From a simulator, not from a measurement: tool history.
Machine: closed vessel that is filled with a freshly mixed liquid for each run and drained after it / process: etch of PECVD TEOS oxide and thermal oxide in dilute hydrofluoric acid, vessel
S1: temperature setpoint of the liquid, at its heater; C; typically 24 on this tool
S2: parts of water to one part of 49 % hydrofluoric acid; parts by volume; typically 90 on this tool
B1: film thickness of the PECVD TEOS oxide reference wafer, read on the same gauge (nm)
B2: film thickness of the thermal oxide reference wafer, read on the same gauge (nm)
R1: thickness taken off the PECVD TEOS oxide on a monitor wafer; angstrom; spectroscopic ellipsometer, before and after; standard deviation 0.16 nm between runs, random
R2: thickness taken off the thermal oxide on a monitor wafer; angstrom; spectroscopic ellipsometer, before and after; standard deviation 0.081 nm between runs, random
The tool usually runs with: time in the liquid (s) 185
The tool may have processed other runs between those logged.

run 1 day=0 | S1=24 S2=90 time_in_the_liquid_(s)=185 | B1=59.99 B2=69.99 | R1=250.6 R2=106.6
run 2 day=1.179 | S1=24 S2=90 time_in_the_liquid_(s)=185 | B1=59.99 B2=70 | R1=251.9 R2=105
run 3 day=2.646 | S1=24 S2=90 time_in_the_liquid_(s)=185 | B1=60.02 B2=70.01 | R1=253.3 R2=105.9
run 4 day=9.967 | S1=24 S2=65 time_in_the_liquid_(s)=185 | B1=59.99 B2=70 | R1=360.5 R2=151.2
run 5 day=11.621 | S1=24 S2=90 time_in_the_liquid_(s)=185 | B1=60.04 B2=69.99 | R1=251.7 R2=108.4
run 6 day=13.892 | S1=24 S2=90 time_in_the_liquid_(s)=185 | B1=60.04 B2=69.99 | R1=253.8 R2=108.3
run 7 day=14.958 | S1=24 S2=90 time_in_the_liquid_(s)=125 | B1=60.01 B2=70 | R1=171.4 R2=72.6
run 8 day=17.242 | S1=24 S2=90 time_in_the_liquid_(s)=125 | B1=59.97 B2=70.02 | R1=173.2 R2=74.1
-- day=18.254 gauge calibrated
run 9 day=18.312 | S1=24 S2=90 time_in_the_liquid_(s)=185 | B1=60.01 B2=70.01 | R1=255.1 R2=106.9
run 10 day=21.108 | S1=24 S2=90 time_in_the_liquid_(s)=185 | B1=60.02 B2=70 | R1=255.7 R2=107
run 11 day=22.683 | S1=28 S2=90 time_in_the_liquid_(s)=185 | B1=59.98 B2=70.01 | R1=299.7 R2=126.5
-- day=23.779 thermometer replaced
run 12 day=24.367 | S1=24 S2=100 time_in_the_liquid_(s)=185 | B1=59.97 B2=70.02 | R1=243.8 R2=102
run 13 day=26.488 | S1=24 S2=90 time_in_the_liquid_(s)=185 | B1=60.03 B2=69.99 | R1=269.8 R2=114.3
run 14 day=28.333 | S1=29 S2=115 time_in_the_liquid_(s)=285 | B1=60 B2=70.01 | R1=383.4 R2=160.5
run 15 day=30.492 | S1=24 S2=90 time_in_the_liquid_(s)=125 | B1=60.02 B2=70.02 | R1=184.3 R2=77.9
-- day=32.942 hydrofluoric acid flow meter replaced
run 16 day=33.283 | S1=24 S2=90 time_in_the_liquid_(s)=270 | B1=60 B2=69.97 | R1=399.4 R2=168.9
-- day=34.312 thermometer replaced, repeated, since the last time left the tool worse
run 17 day=39.517 | S1=29 S2=115 time_in_the_liquid_(s)=285 | B1=60 B2=70 | R1=341.1 R2=144.1
run 18 day=40.55 | S1=25.5 S2=110 time_in_the_liquid_(s)=215 | B1=60 B2=70.02 | R1=238.6 R2=100.2
-- day=42.404 gauge calibrated
run 19 day=42.729 | S1=24 S2=90 time_in_the_liquid_(s)=275 | B1=60 B2=70.01 | R1=363.9 R2=153.3
run 20 day=43.962 | S1=28 S2=130 time_in_the_liquid_(s)=225 | B1=59.99 B2=69.98 | R1=225.9 R2=96.4
run 21 day=46.058 | S1=21.5 S2=120 time_in_the_liquid_(s)=185 | B1=60.04 B2=69.99 | R1=160.2 R2=67.5
run 22 day=47.808 | S1=24 S2=90 time_in_the_liquid_(s)=185 | B1=60 B2=69.98 | R1=245 R2=102.5

Predict each of these 4 candidate next runs independently; none follows another, all start after run 22:
run A day=47.838 | S1=24 S2=105 time_in_the_liquid_(s)=185 | B1=? B2=? | R1=? R2=?
run B day=47.838 | S1=27.5 S2=75 time_in_the_liquid_(s)=130 | B1=? B2=? | R1=? R2=?
run C day=47.838 | S1=24 S2=115 time_in_the_liquid_(s)=260 | B1=? B2=? | R1=? R2=?
run D day=47.838 | S1=27.5 S2=55 time_in_the_liquid_(s)=185 | B1=? B2=? | R1=? R2=?

run=A B1=60.05 B2=70.02 R1=205.1 R2=87.5
run=B B1=60.05 B2=70.02 R1=240.7 R2=102.8
run=C B1=60.05 B2=70.02 R1=260 R2=111
run=D B1=60.05 B2=70.02 R1=480.7 R2=205.2
With the hidden condition removed and each run's random variation left untouched, the same runs would have given:
run=A R1=202.5 R2=86.4
run=B R1=237.7 R2=101.5
run=C R1=256.8 R2=109.6
run=D R1=474.6 R2=202.6
